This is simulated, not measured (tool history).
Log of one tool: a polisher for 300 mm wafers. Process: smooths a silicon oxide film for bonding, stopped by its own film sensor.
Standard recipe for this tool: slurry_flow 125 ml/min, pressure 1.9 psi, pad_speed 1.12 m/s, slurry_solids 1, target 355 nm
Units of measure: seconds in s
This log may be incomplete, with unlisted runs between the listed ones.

run,hour,slurry_flow,pressure,pad_speed,slurry_solids,target,wafers since the last listed run,wafers polished on this pad,hours since the slurry nozzle was cleaned,hours since the head pressure was calibrated,hours since the slurry blender was calibrated,"incoming thickness of the incoming film, nm",seconds
1,0,125,1.9,1.12,0.75,355,0,68,523.4,621.4,152.4,420.1,109.9
# hour 10.8: slurry blender recalibrated
2,34.4,125,1.6,1.12,1,355,264,332,557.8,655.8,23.6,419.3,115.8
3,63.3,125,1.6,1.12,1,355,235,568,586.7,684.7,52.5,421.9,121.4
4,92.2,125,2.3,1.12,1,355,235,803,615.6,713.6,81.4,423.5,88.4
# hour 96.6: worn pad replaced by a new one
5,104.5,125,1.9,1.12,1,355,67,64,627.9,725.9,93.7,428,122.1
6,130,125,1.9,1.12,1,355,207,272,653.4,751.4,119.2,417.4,104
7,148.1,110,1.9,1.12,1,355,147,419,671.5,769.5,137.3,416.1,108.4
8,165.7,125,1.9,0.82,1,355,143,563,689.1,787.1,154.9,424.5,140.7
# hour 185.5: slurry blender recalibrated
# hour 200.2: worn pad replaced by a new one, repeated, since the last time left the tool worse
9,200.7,125,1.9,1.12,1,355,236,4,724.1,822.1,15.2,420.6,97.9
10,231.2,125,1.9,1.12,1,355,248,252,754.6,852.6,45.7,418.3,93.9
11,259.2,125,2.4,1.12,1,355,228,480,782.6,880.6,73.7,425.9,83.6
# hour 271: slurry nozzle cleaned
12,291.8,100,1.9,1.4,1,365,257,738,20.8,913.2,106.3,421.9,81
# hour 295.8: worn pad replaced by a new one
13,318.9,100,1.9,1.24,0.8,375,188,188,47.9,940.3,133.4,415.5,66
# hour 349.1: slurry blender recalibrated
14,349.6,110,1.9,1.12,1,361,233,422,78.6,971,0.5,413.3,81.7
15,380.6,125,2.3,0.88,1.15,355,252,674,109.6,1002,31.5,414.2,83.5
# hour 404.2: head pressure recalibrated
16,408.4,85,1.9,1.12,0.9,355,210,885,137.4,4.2,59.3,419.9,120.2
# hour 412.6: worn pad replaced by a new one
17,421.1,125,1.9,1.12,1,355,70,68,150.1,16.9,72,420.9,97.5
18,455.3,125,2.3,0.88,1.15,355,278,347,184.3,51.1,106.2,413.4,79.5
# hour 492.2: slurry blender recalibrated
19,511.2,140,1.9,0.72,1,355,439,786,240.2,107,19,425.2,140.6
# hour 529.9: worn pad replaced by a new one
20,530.4,125,1.9,1.12,1,355,123,4,259.4,126.2,38.2,418.5,93.2
21,555.4,160,1.9,1.5,1.1,355,203,207,284.4,151.2,63.2,418.4,72.6

Alternative continuations, all from the tool just after run 21; predict every row:
A,555.8,125,1.2,1.12,1,355,3,211,284.8,151.6,63.6,415,?
B,555.8,160,2.1,1.12,1,373,3,211,284.8,151.6,63.6,415,?
C,555.8,125,1.9,1.12,1.15,355,3,211,284.8,151.6,63.6,415,?
D,555.8,125,2.3,1.12,0.8,371,3,211,284.8,151.6,63.6,415,?
E,555.8,125,1.9,1.12,0.75,347,3,211,284.8,151.6,63.6,415,?

run,seconds
A,139.9
B,53.4
C,83.3
D,59.3
E,114.5
What these runs would have given with no unlogged condition in the tool:
run,seconds
A,139.3
B,53.1
C,82.9
D,59
E,113.9
